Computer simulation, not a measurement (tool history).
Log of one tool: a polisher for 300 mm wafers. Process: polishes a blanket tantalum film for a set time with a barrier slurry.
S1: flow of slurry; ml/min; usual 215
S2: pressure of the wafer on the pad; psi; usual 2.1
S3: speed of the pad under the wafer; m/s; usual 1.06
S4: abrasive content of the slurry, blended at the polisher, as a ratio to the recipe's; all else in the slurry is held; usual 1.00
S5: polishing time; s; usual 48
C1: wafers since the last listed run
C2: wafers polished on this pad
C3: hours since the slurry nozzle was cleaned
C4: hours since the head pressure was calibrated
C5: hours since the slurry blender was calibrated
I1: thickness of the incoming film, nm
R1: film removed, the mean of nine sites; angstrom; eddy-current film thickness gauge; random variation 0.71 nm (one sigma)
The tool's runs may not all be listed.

{"run": 1, "hour": 0.0, "S1": 215, "S2": 2.1, "S3": 1.06, "S4": 1.0, "S5": 48, "C1": 0, "C2": 2753, "C3": 87.9, "C4": 1104.3, "C5": 326.8, "I1": 246.5, "R1": 850}
{"run": 2, "hour": 61.5, "S1": 215, "S2": 2.1, "S3": 1.06, "S4": 1.0, "S5": 48, "C1": 993, "C2": 3747, "C3": 149.4, "C4": 1165.8, "C5": 388.3, "I1": 246.8, "R1": 845}
{"hour": 68.4, "done": "slurry blender recalibrated"}
{"hour": 72.1, "done": "head pressure recalibrated"}
{"hour": 188.6, "done": "worn pad replaced by a new one"}
{"run": 3, "hour": 213.2, "S1": 215, "S2": 2.1, "S3": 1.06, "S4": 1.0, "S5": 48, "C1": 2321, "C2": 396, "C3": 301.1, "C4": 141.1, "C5": 144.8, "I1": 253.4, "R1": 867}
{"run": 4, "hour": 271.3, "S1": 180, "S2": 2.1, "S3": 1.06, "S4": 1.0, "S5": 48, "C1": 938, "C2": 1335, "C3": 359.2, "C4": 199.2, "C5": 202.9, "I1": 251.3, "R1": 847}
{"hour": 273.4, "done": "slurry nozzle cleaned"}
{"run": 5, "hour": 297.9, "S1": 180, "S2": 2.1, "S3": 1.06, "S4": 1.0, "S5": 48, "C1": 413, "C2": 1748, "C3": 24.5, "C4": 225.8, "C5": 229.5, "I1": 254.6, "R1": 835}
{"run": 6, "hour": 344.7, "S1": 180, "S2": 2.1, "S3": 1.06, "S4": 1.0, "S5": 48, "C1": 755, "C2": 2504, "C3": 71.3, "C4": 272.6, "C5": 276.3, "I1": 250.0, "R1": 835}
{"run": 7, "hour": 413.3, "S1": 170, "S2": 2.1, "S3": 1.06, "S4": 1.0, "S5": 54, "C1": 1108, "C2": 3613, "C3": 139.9, "C4": 341.2, "C5": 344.9, "I1": 254.5, "R1": 935}
{"hour": 457.2, "done": "slurry blender recalibrated"}
{"run": 8, "hour": 479.4, "S1": 170, "S2": 2.1, "S3": 1.06, "S4": 1.0, "S5": 54, "C1": 1035, "C2": 4648, "C3": 206.0, "C4": 407.3, "C5": 22.2, "I1": 250.2, "R1": 991}
{"run": 9, "hour": 510.5, "S1": 170, "S2": 2.1, "S3": 1.06, "S4": 1.0, "S5": 54, "C1": 502, "C2": 5150, "C3": 237.1, "C4": 438.4, "C5": 53.3, "I1": 250.1, "R1": 991}
{"hour": 530.2, "done": "worn pad replaced by a new one"}
{"run": 10, "hour": 579.9, "S1": 215, "S2": 1.8, "S3": 1.06, "S4": 1.0, "S5": 48, "C1": 1056, "C2": 802, "C3": 306.5, "C4": 507.8, "C5": 122.7, "I1": 249.7, "R1": 744}
{"run": 11, "hour": 618.4, "S1": 215, "S2": 2.1, "S3": 1.06, "S4": 1.0, "S5": 48, "C1": 621, "C2": 1424, "C3": 345.0, "C4": 546.3, "C5": 161.2, "I1": 253.4, "R1": 855}
{"hour": 669.3, "done": "slurry nozzle cleaned"}
{"run": 12, "hour": 786.8, "S1": 215, "S2": 2.1, "S3": 1.06, "S4": 1.0, "S5": 48, "C1": 2704, "C2": 4128, "C3": 117.5, "C4": 714.7, "C5": 329.6, "I1": 250.2, "R1": 843}
{"hour": 840.6, "done": "slurry blender recalibrated"}
{"hour": 850.8, "done": "worn pad replaced by a new one"}
{"run": 13, "hour": 851.3, "S1": 215, "S2": 2.1, "S3": 1.06, "S4": 1.0, "S5": 48, "C1": 944, "C2": 8, "C3": 182.0, "C4": 779.2, "C5": 10.7, "I1": 252.7, "R1": 899}
{"run": 14, "hour": 1025.1, "S1": 215, "S2": 2.1, "S3": 1.06, "S4": 1.0, "S5": 48, "C1": 2807, "C2": 2815, "C3": 355.8, "C4": 953.0, "C5": 184.5, "I1": 249.8, "R1": 847}
{"hour": 1058.1, "done": "slurry nozzle cleaned"}
{"run": 15, "hour": 1058.6, "S1": 190, "S2": 2.1, "S3": 0.7, "S4": 0.8, "S5": 43, "C1": 524, "C2": 3340, "C3": 0.5, "C4": 986.5, "C5": 218.0, "I1": 246.5, "R1": 520}
{"run": 16, "hour": 1121.1, "S1": 140, "S2": 2.3, "S3": 1.06, "S4": 1.1, "S5": 48, "C1": 1009, "C2": 4350, "C3": 63.0, "C4": 1049.0, "C5": 280.5, "I1": 251.4, "R1": 914}
{"hour": 1160.1, "done": "head pressure recalibrated"}
{"hour": 1172.1, "done": "slurry blender recalibrated"}
{"run": 17, "hour": 1177.0, "S1": 215, "S2": 2.1, "S3": 1.06, "S4": 1.0, "S5": 48, "C1": 838, "C2": 5188, "C3": 118.9, "C4": 16.9, "C5": 4.9, "I1": 250.7, "R1": 930}
{"run": 18, "hour": 1217.6, "S1": 215, "S2": 1.7, "S3": 1.2, "S4": 1.15, "S5": 65, "C1": 655, "C2": 5844, "C3": 159.5, "C4": 57.5, "C5": 45.5, "I1": 248.8, "R1": 1135}
{"hour": 1226.0, "done": "worn pad replaced by a new one"}
{"hour": 1415.1, "done": "slurry nozzle cleaned"}
{"run": 19, "hour": 1430.4, "S1": 215, "S2": 2.1, "S3": 0.9, "S4": 1.0, "S5": 43, "C1": 3356, "C2": 3285, "C3": 15.3, "C4": 270.3, "C5": 258.3, "I1": 252.7, "R1": 684}
{"run": 20, "hour": 1462.9, "S1": 215, "S2": 2.1, "S3": 0.8, "S4": 1.0, "S5": 48, "C1": 524, "C2": 3810, "C3": 47.8, "C4": 302.8, "C5": 290.8, "I1": 249.7, "R1": 692}
{"run": 21, "hour": 1515.7, "S1": 215, "S2": 2.1, "S3": 1.24, "S4": 1.0, "S5": 58, "C1": 852, "C2": 4663, "C3": 100.6, "C4": 355.6, "C5": 343.6, "I1": 250.7, "R1": 1152}
{"hour": 1546.3, "done": "slurry blender recalibrated"}
{"run": 22, "hour": 1552.3, "S1": 215, "S2": 2.7, "S3": 1.06, "S4": 1.0, "S5": 48, "C1": 558, "C2": 5222, "C3": 137.2, "C4": 392.2, "C5": 6.0, "I1": 247.7, "R1": 1163}
{"hour": 1591.2, "done": "worn pad replaced by a new one"}
{"run": 23, "hour": 1592.1, "S1": 215, "S2": 2.1, "S3": 1.06, "S4": 1.0, "S5": 48, "C1": 578, "C2": 15, "C3": 177.0, "C4": 432.0, "C5": 45.8, "I1": 249.9, "R1": 878}
{"run": 24, "hour": 1622.9, "S1": 215, "S2": 2.1, "S3": 1.06, "S4": 1.0, "S5": 48, "C1": 497, "C2": 512, "C3": 207.8, "C4": 462.8, "C5": 76.6, "I1": 245.7, "R1": 878}
{"run": 25, "hour": 1655.4, "S1": 215, "S2": 1.7, "S3": 1.34, "S4": 1.0, "S5": 48, "C1": 524, "C2": 1037, "C3": 240.3, "C4": 495.3, "C5": 109.1, "I1": 251.6, "R1": 839}
{"run": 26, "hour": 1691.5, "S1": 280, "S2": 2.4, "S3": 1.32, "S4": 1.0, "S5": 48, "C1": 583, "C2": 1620, "C3": 276.4, "C4": 531.4, "C5": 145.2, "I1": 249.7, "R1": 1187}
{"run": 27, "hour": 1753.9, "S1": 215, "S2": 2.1, "S3": 1.06, "S4": 1.0, "S5": 48, "C1": 1007, "C2": 2628, "C3": 338.8, "C4": 593.8, "C5": 207.6, "I1": 250.6, "R1": 838}
{"hour": 1787.8, "done": "slurry nozzle cleaned"}
{"run": 28, "hour": 1796.8, "S1": 215, "S2": 2.1, "S3": 1.06, "S4": 1.0, "S5": 48, "C1": 676, "C2": 3305, "C3": 9.0, "C4": 636.7, "C5": 250.5, "I1": 246.2, "R1": 842}

Predict each of these 3 candidate next runs independently; none follows another, all start after run 28:
{"run": "A", "hour": 1797.2, "S1": 215, "S2": 2.1, "S3": 1.06, "S4": 1.0, "S5": 48, "C1": 6, "C2": 3312, "C3": 9.4, "C4": 637.1, "C5": 250.9, "I1": 252.3, "R1": "?"}
{"run": "B", "hour": 1797.2, "S1": 215, "S2": 1.4, "S3": 1.06, "S4": 1.0, "S5": 48, "C1": 6, "C2": 3312, "C3": 9.4, "C4": 637.1, "C5": 250.9, "I1": 252.3, "R1": "?"}
{"run": "C", "hour": 1797.2, "S1": 290, "S2": 2.1, "S3": 1.06, "S4": 1.0, "S5": 48, "C1": 6, "C2": 3312, "C3": 9.4, "C4": 637.1, "C5": 250.9, "I1": 252.3, "R1": "?"}

run=A R1=838
run=B R1=559
run=C R1=857
Take away the tool's hidden state, keep each run's random variation, and the runs would have read:
run=A R1=922
run=B R1=614
run=C R1=942
